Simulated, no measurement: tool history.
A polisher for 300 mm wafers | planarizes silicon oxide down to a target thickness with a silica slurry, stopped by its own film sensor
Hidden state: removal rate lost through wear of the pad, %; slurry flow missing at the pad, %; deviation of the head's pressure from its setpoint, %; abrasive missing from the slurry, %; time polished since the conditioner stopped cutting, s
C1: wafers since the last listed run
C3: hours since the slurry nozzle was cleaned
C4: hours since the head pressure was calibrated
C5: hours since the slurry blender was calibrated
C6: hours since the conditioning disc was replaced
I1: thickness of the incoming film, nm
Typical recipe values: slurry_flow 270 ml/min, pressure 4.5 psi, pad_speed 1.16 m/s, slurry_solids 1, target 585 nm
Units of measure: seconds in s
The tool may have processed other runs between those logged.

{"run": 1, "hour": 0.0, "slurry_flow": 245, "pressure": 4.5, "pad_speed": 1.16, "slurry_solids": 1, "target": 585, "C1": 0, "wafers polished on this pad": 566, "C3": 29.6, "C4": 422.7, "C5": 440.8, "C6": 944.6, "I1": 943.2, "seconds": 106.9}
{"hour": 45.2, "done": "conditioning disc replaced and pad reconditioned"}
{"run": 2, "hour": 101.2, "slurry_flow": 270, "pressure": 4.5, "pad_speed": 1.16, "slurry_solids": 1, "target": 585, "C1": 604, "wafers polished on this pad": 1171, "C3": 130.8, "C4": 523.9, "C5": 542, "C6": 56, "I1": 942.6, "seconds": 106}
{"run": 3, "hour": 168.0, "slurry_flow": 270, "pressure": 4.5, "pad_speed": 1.16, "slurry_solids": 1, "target": 585, "C1": 407, "wafers polished on this pad": 1578, "C3": 197.6, "C4": 590.7, "C5": 608.8, "C6": 122.8, "I1": 948.3, "seconds": 108}
{"run": 4, "hour": 243.4, "slurry_flow": 270, "pressure": 4.5, "pad_speed": 1.16, "slurry_solids": 1, "target": 585, "C1": 459, "wafers polished on this pad": 2038, "C3": 273, "C4": 666.1, "C5": 684.2, "C6": 198.2, "I1": 953.3, "seconds": 109.1}
{"run": 5, "hour": 322.9, "slurry_flow": 270, "pressure": 4.5, "pad_speed": 1.16, "slurry_solids": 1.3, "target": 493, "C1": 484, "wafers polished on this pad": 2522, "C3": 352.5, "C4": 745.6, "C5": 763.7, "C6": 277.7, "I1": 942.6, "seconds": 121.7}
{"hour": 388.4, "done": "head pressure recalibrated"}
{"run": 6, "hour": 404.8, "slurry_flow": 270, "pressure": 4.5, "pad_speed": 1.16, "slurry_solids": 1, "target": 476, "C1": 487, "wafers polished on this pad": 3009, "C3": 434.4, "C4": 16.4, "C5": 845.6, "C6": 359.6, "I1": 957.3, "seconds": 146.2}
{"hour": 489.0, "done": "slurry blender recalibrated"}
{"run": 7, "hour": 497.8, "slurry_flow": 270, "pressure": 4.9, "pad_speed": 1.16, "slurry_solids": 1, "target": 585, "C1": 554, "wafers polished on this pad": 3564, "C3": 527.4, "C4": 109.4, "C5": 8.8, "C6": 452.6, "I1": 932.8, "seconds": 100.3}
{"run": 8, "hour": 567.3, "slurry_flow": 345, "pressure": 4.5, "pad_speed": 1.16, "slurry_solids": 1, "target": 585, "C1": 423, "wafers polished on this pad": 3988, "C3": 596.9, "C4": 178.9, "C5": 78.3, "C6": 522.1, "I1": 934, "seconds": 105.1}
{"run": 9, "hour": 656.4, "slurry_flow": 355, "pressure": 4.5, "pad_speed": 1.46, "slurry_solids": 1.15, "target": 585, "C1": 543, "wafers polished on this pad": 4531, "C3": 686, "C4": 268, "C5": 167.4, "C6": 611.2, "I1": 953.8, "seconds": 91.5}
{"hour": 783.9, "done": "slurry nozzle cleaned"}
{"run": 10, "hour": 903.2, "slurry_flow": 270, "pressure": 4.5, "pad_speed": 1.16, "slurry_solids": 1, "target": 585, "C1": 1498, "wafers polished on this pad": 6029, "C3": 119.3, "C4": 514.8, "C5": 414.2, "C6": 858, "I1": 955.8, "seconds": 119.3}
{"hour": 912.6, "done": "worn pad replaced by a new one"}
{"run": 11, "hour": 947.7, "slurry_flow": 215, "pressure": 4.5, "pad_speed": 1.16, "slurry_solids": 0.75, "target": 466, "C1": 246, "wafers polished on this pad": 214, "C3": 163.8, "C4": 559.3, "C5": 458.7, "C6": 902.5, "I1": 930.9, "seconds": 164.6}
{"run": 12, "hour": 1023.5, "slurry_flow": 270, "pressure": 3.6, "pad_speed": 1.16, "slurry_solids": 1, "target": 585, "C1": 462, "wafers polished on this pad": 676, "C3": 239.6, "C4": 635.1, "C5": 534.5, "C6": 978.3, "I1": 937.3, "seconds": 120.3}
{"hour": 1033.6, "done": "conditioning disc replaced and pad reconditioned"}
{"run": 13, "hour": 1119.1, "slurry_flow": 335, "pressure": 4.5, "pad_speed": 1.16, "slurry_solids": 1, "target": 585, "C1": 570, "wafers polished on this pad": 1246, "C3": 335.2, "C4": 730.7, "C5": 630.1, "C6": 85.5, "I1": 943.2, "seconds": 106.2}
{"run": 14, "hour": 1220.0, "slurry_flow": 270, "pressure": 4.5, "pad_speed": 1.04, "slurry_solids": 1.1, "target": 585, "C1": 615, "wafers polished on this pad": 1861, "C3": 436.1, "C4": 831.6, "C5": 731, "C6": 186.4, "I1": 944.7, "seconds": 112.7}
{"hour": 1230.6, "done": "head pressure recalibrated"}
{"run": 15, "hour": 1310.1, "slurry_flow": 270, "pressure": 4.5, "pad_speed": 1.16, "slurry_solids": 1.25, "target": 660, "C1": 537, "wafers polished on this pad": 2398, "C3": 526.2, "C4": 79.5, "C5": 821.1, "C6": 276.5, "I1": 929.4, "seconds": 73.7}
{"run": 16, "hour": 1402.0, "slurry_flow": 270, "pressure": 4.5, "pad_speed": 1.16, "slurry_solids": 1, "target": 585, "C1": 560, "wafers polished on this pad": 2959, "C3": 618.1, "C4": 171.4, "C5": 913, "C6": 368.4, "I1": 937.3, "seconds": 106.6}
{"hour": 1496.3, "done": "slurry blender recalibrated"}
{"run": 17, "hour": 1704.8, "slurry_flow": 270, "pressure": 4.5, "pad_speed": 1.16, "slurry_solids": 1, "target": 585, "C1": 1833, "wafers polished on this pad": 4792, "C3": 920.9, "C4": 474.2, "C5": 208.5, "C6": 671.2, "I1": 925.8, "seconds": 106.7}

Run 18 has not been measured yet. What should we expect?
{"run": 18, "hour": 1755.2, "slurry_flow": 270, "pressure": 4.5, "pad_speed": 1.16, "slurry_solids": 1, "target": 585, "C1": 307, "wafers polished on this pad": 5099, "C3": 971.3, "C4": 524.6, "C5": 258.9, "C6": 721.6, "I1": 940, "seconds": "?"}

For run 18 the tool returned seconds 112.1 s.
Take away the tool's hidden state, keep the run-to-run variation as it was, and the same run would have given seconds 104.2 s.

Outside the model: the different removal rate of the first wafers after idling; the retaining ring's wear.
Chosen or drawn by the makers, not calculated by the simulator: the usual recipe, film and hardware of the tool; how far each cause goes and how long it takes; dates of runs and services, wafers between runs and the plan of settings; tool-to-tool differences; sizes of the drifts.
